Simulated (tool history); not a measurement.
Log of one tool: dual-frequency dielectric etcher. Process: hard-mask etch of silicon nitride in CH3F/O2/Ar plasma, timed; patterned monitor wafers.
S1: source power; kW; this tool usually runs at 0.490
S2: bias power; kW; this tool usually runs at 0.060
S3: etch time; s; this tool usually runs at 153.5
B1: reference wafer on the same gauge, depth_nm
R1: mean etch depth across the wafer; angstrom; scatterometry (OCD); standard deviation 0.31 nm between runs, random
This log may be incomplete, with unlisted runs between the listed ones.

{"run": 1, "day": 0.0, "S1": 0.44, "S2": 0.06, "S3": 153.5, "B1": 113.6, "R1": 1073}
{"run": 2, "day": 1.904, "S1": 0.44, "S2": 0.06, "S3": 153.5, "B1": 113.7, "R1": 1075}
{"run": 3, "day": 4.692, "S1": 0.59, "S2": 0.06, "S3": 153.5, "B1": 114.0, "R1": 1154}
{"run": 4, "day": 6.317, "S1": 0.49, "S2": 0.049, "S3": 153.5, "B1": 114.3, "R1": 1029}
{"run": 5, "day": 8.038, "S1": 0.49, "S2": 0.049, "S3": 153.5, "B1": 114.3, "R1": 1038}
{"run": 6, "day": 9.3, "S1": 0.49, "S2": 0.06, "S3": 153.5, "B1": 114.6, "R1": 1109}
{"run": 7, "day": 11.492, "S1": 0.49, "S2": 0.06, "S3": 153.5, "B1": 114.7, "R1": 1104}
{"day": 14.65, "done": "wet clean of the chamber"}
{"run": 8, "day": 14.671, "S1": 0.58, "S2": 0.06, "S3": 179.5, "B1": 115.3, "R1": 1357}
{"run": 9, "day": 15.154, "S1": 0.38, "S2": 0.06, "S3": 190.0, "B1": 115.3, "R1": 1297}
{"run": 10, "day": 16.604, "S1": 0.45, "S2": 0.06, "S3": 166.0, "B1": 115.5, "R1": 1177}
{"day": 17.525, "done": "bias power generator calibrated"}
{"run": 11, "day": 17.621, "S1": 0.42, "S2": 0.054, "S3": 194.0, "B1": 115.6, "R1": 1318}
{"day": 18.988, "done": "source power generator calibrated"}
{"day": 20.004, "done": "gauge calibrated"}
{"day": 23.65, "done": "upper electrode replaced"}
{"run": 12, "day": 25.725, "S1": 0.49, "S2": 0.06, "S3": 153.5, "B1": 112.9, "R1": 1092}
{"day": 29.112, "done": "wet clean of the chamber"}
{"run": 13, "day": 29.133, "S1": 0.49, "S2": 0.06, "S3": 153.5, "B1": 113.0, "R1": 1088}
{"run": 14, "day": 31.296, "S1": 0.49, "S2": 0.06, "S3": 153.5, "B1": 113.1, "R1": 1089}
{"run": 15, "day": 32.979, "S1": 0.42, "S2": 0.074, "S3": 180.5, "B1": 113.1, "R1": 1336}

Here are 3 independent what-if runs from the current tool condition. What would each one return?
{"run": "A", "day": 33.0, "S1": 0.49, "S2": 0.06, "S3": 153.5, "B1": "?", "R1": "?"}
{"run": "B", "day": 33.0, "S1": 0.39, "S2": 0.051, "S3": 175.0, "B1": "?", "R1": "?"}
{"run": "C", "day": 33.0, "S1": 0.52, "S2": 0.046, "S3": 118.5, "B1": "?", "R1": "?"}

run=A B1=113.1 R1=1090
run=B B1=113.1 R1=1123
run=C B1=113.1 R1=785
Without the tool's hidden state the same runs would have given:
run=A R1=1088
run=B R1=1121
run=C R1=783

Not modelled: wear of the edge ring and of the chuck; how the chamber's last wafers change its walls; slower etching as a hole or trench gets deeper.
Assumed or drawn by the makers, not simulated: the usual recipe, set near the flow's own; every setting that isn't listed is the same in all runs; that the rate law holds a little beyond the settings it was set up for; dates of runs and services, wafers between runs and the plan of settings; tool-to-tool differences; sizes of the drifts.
